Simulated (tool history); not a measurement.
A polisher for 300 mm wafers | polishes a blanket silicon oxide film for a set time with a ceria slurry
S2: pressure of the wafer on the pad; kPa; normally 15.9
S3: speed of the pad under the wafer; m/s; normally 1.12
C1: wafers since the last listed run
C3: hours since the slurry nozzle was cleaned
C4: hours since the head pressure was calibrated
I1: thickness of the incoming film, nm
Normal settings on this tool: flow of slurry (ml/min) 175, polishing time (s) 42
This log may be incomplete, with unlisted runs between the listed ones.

Run 1, hour 0.0: usual settings but S3 1.26 m/s; C1 0; wafers polished on this pad 3980; C3 424.1; C4 456.4; I1 1051.1. Result: film removed (nm) 138.4.
At hour 21.9: slurry nozzle cleaned.
Run 2, hour 52.5: usual settings; C1 473; wafers polished on this pad 4454; C3 30.6; C4 508.9; I1 1035.7. Result: film removed (nm) 128.9.
At hour 121.0: worn pad replaced by a new one.
Run 3, hour 157.5: usual settings; C1 928; wafers polished on this pad 335; C3 135.6; C4 613.9; I1 1035.3. Result: film removed (nm) 126.9.
Run 4, hour 206.3: usual settings; C1 448; wafers polished on this pad 784; C3 184.4; C4 662.7; I1 1021.1. Result: film removed (nm) 125.9.
Run 5, hour 269.5: usual settings but polishing time (s) 30; C1 580; wafers polished on this pad 1364; C3 247.6; C4 725.9; I1 1028.9. Result: film removed (nm) 90.7.
Run 6, hour 329.1: usual settings but polishing time (s) 30; C1 547; wafers polished on this pad 1912; C3 307.2; C4 785.5; I1 1055.7. Result: film removed (nm) 89.5.
Run 7, hour 407.4: usual settings but S3 1.36 m/s; C1 719; wafers polished on this pad 2632; C3 385.5; C4 863.8; I1 1039.3. Result: film removed (nm) 150.1.
At hour 468.6: head pressure recalibrated.
Run 8, hour 479.1: usual settings but polishing time (s) 49; C1 640; wafers polished on this pad 3272; C3 457.2; C4 10.5; I1 1034.7. Result: film removed (nm) 146.2.
Run 9, hour 561.1: usual settings but polishing time (s) 49; C1 753; wafers polished on this pad 4025; C3 539.2; C4 92.5; I1 1048.8. Result: film removed (nm) 144.1.
At hour 578.1: slurry nozzle cleaned.
Run 10, hour 622.1: usual settings but polishing time (s) 49; C1 551; wafers polished on this pad 4577; C3 44.0; C4 153.5; I1 1032.8. Result: film removed (nm) 151.3.
Run 11, hour 677.2: usual settings; C1 506; wafers polished on this pad 5083; C3 99.1; C4 208.6; I1 1025.4. Result: film removed (nm) 127.4.
At hour 701.3: worn pad replaced by a new one.
Run 12, hour 719.5: usual settings; C1 351; wafers polished on this pad 167; C3 141.4; C4 250.9; I1 1038.2. Result: film removed (nm) 128.7.
Run 13, hour 791.5: usual settings but S3 1.40 m/s; C1 661; wafers polished on this pad 828; C3 213.4; C4 322.9; I1 1036.9. Result: film removed (nm) 156.3.
Run 14, hour 871.0: usual settings but S3 1.40 m/s; C1 730; wafers polished on this pad 1559; C3 292.9; C4 402.4; I1 1035.8. Result: film removed (nm) 153.9.
Run 15, hour 909.3: usual settings but S3 1.40 m/s; C1 351; wafers polished on this pad 1911; C3 331.2; C4 440.7; I1 1061.1. Result: film removed (nm) 155.7.
Run 16, hour 985.6: usual settings but S2 13.1 kPa; C1 701; wafers polished on this pad 2612; C3 407.5; C4 517.0; I1 1038.8. Result: film removed (nm) 103.3.
Run 17, hour 1072.9: usual settings but S2 13.1 kPa; C1 802; wafers polished on this pad 3414; C3 494.8; C4 604.3; I1 1023.9. Result: film removed (nm) 103.1.
At hour 1145.7: slurry nozzle cleaned.
Run 18, hour 1150.5: usual settings but flow of slurry (ml/min) 145; C1 703; wafers polished on this pad 4118; C3 4.8; C4 681.9; I1 1038.8. Result: film removed (nm) 125.1.
At hour 1203.3: worn pad replaced by a new one.
Run 19, hour 1237.8: usual settings but S3 1.30 m/s, polishing time (s) 29; C1 765; wafers polished on this pad 316; C3 92.1; C4 769.2; I1 1042.7. Result: film removed (nm) 100.7.
At hour 1285.0: head pressure recalibrated.
Run 20, hour 1309.6: usual settings but polishing time (s) 34; C1 641; wafers polished on this pad 958; C3 163.9; C4 24.6; I1 1026.1. Result: film removed (nm) 103.0.
Run 21, hour 1372.5: usual settings; C1 577; wafers polished on this pad 1536; C3 226.8; C4 87.5; I1 1022.3. Result: film removed (nm) 127.3.
Run 22, hour 1459.3: usual settings but flow of slurry (ml/min) 115, S2 13.8 kPa; C1 797; wafers polished on this pad 2333; C3 313.6; C4 174.3; I1 1038.6. Result: film removed (nm) 101.9.
Run 23, hour 1499.0: usual settings but flow of slurry (ml/min) 135, S3 1.24 m/s, polishing time (s) 56; C1 364; wafers polished on this pad 2698; C3 353.3; C4 214.0; I1 1032.8. Result: film removed (nm) 176.2.
Run 24, hour 1565.2: usual settings; C1 608; wafers polished on this pad 3306; C3 419.5; C4 280.2; I1 1036.8. Result: film removed (nm) 126.2.
Run 25, hour 1624.1: usual settings but flow of slurry (ml/min) 130, S3 0.90 m/s; C1 541; wafers polished on this pad 3847; C3 478.4; C4 339.1; I1 1059.9. Result: film removed (nm) 95.2.
At hour 1655.8: slurry nozzle cleaned.
Run 26, hour 1681.6: usual settings but polishing time (s) 57; C1 519; wafers polished on this pad 4367; C3 25.8; C4 396.6; I1 1050.0. Result: film removed (nm) 173.7.
At hour 1752.2: worn pad replaced by a new one.
Run 27, hour 1780.6: usual settings but S2 20.7 kPa; C1 872; wafers polished on this pad 260; C3 124.8; C4 495.6; I1 1035.4. Result: film removed (nm) 167.9.
Run 28, hour 1859.5: usual settings but flow of slurry (ml/min) 190, polishing time (s) 54; C1 724; wafers polished on this pad 985; C3 203.7; C4 574.5; I1 1037.2. Result: film removed (nm) 164.8.
Run 29, hour 1925.8: usual settings but flow of slurry (ml/min) 120, S2 10.3 kPa, S3 1.38 m/s, polishing time (s) 57; C1 609; wafers polished on this pad 1595; C3 270.0; C4 640.8; I1 1048.8. Result: film removed (nm) 126.7.
Run 30, hour 2028.1: usual settings but flow of slurry (ml/min) 230, S3 1.30 m/s, polishing time (s) 48; C1 940; wafers polished on this pad 2535; C3 372.3; C4 743.1; I1 1046.7. Result: film removed (nm) 171.1.
At hour 2098.3: slurry nozzle cleaned.
Run 31, hour 2121.0: usual settings but flow of slurry (ml/min) 130, S3 0.90 m/s; C1 844; wafers polished on this pad 3379; C3 22.7; C4 836.0; I1 1036.5. Result: film removed (nm) 100.8.
At hour 2151.6: head pressure recalibrated.
Run 32, hour 2169.3: usual settings; C1 425; wafers polished on this pad 3805; C3 71.0; C4 17.7; I1 1040.8. Result: film removed (nm) 127.0.
At hour 2200.1: worn pad replaced by a new one.
Run 33, hour 2256.3: usual settings; C1 762; wafers polished on this pad 516; C3 158.0; C4 104.7; I1 1027.4. Result: film removed (nm) 125.7.

The next listed run, before its measurement:
Run 34, hour 2301.4: usual settings; C1 414; wafers polished on this pad 930; C3 203.1; C4 149.8; I1 1025.1. Result: film removed (nm) ?.

{"run 34": {"film removed (nm)": 126.0}}
Minus the tool's unlogged condition, the same run would have read film removed (nm) 128.1.

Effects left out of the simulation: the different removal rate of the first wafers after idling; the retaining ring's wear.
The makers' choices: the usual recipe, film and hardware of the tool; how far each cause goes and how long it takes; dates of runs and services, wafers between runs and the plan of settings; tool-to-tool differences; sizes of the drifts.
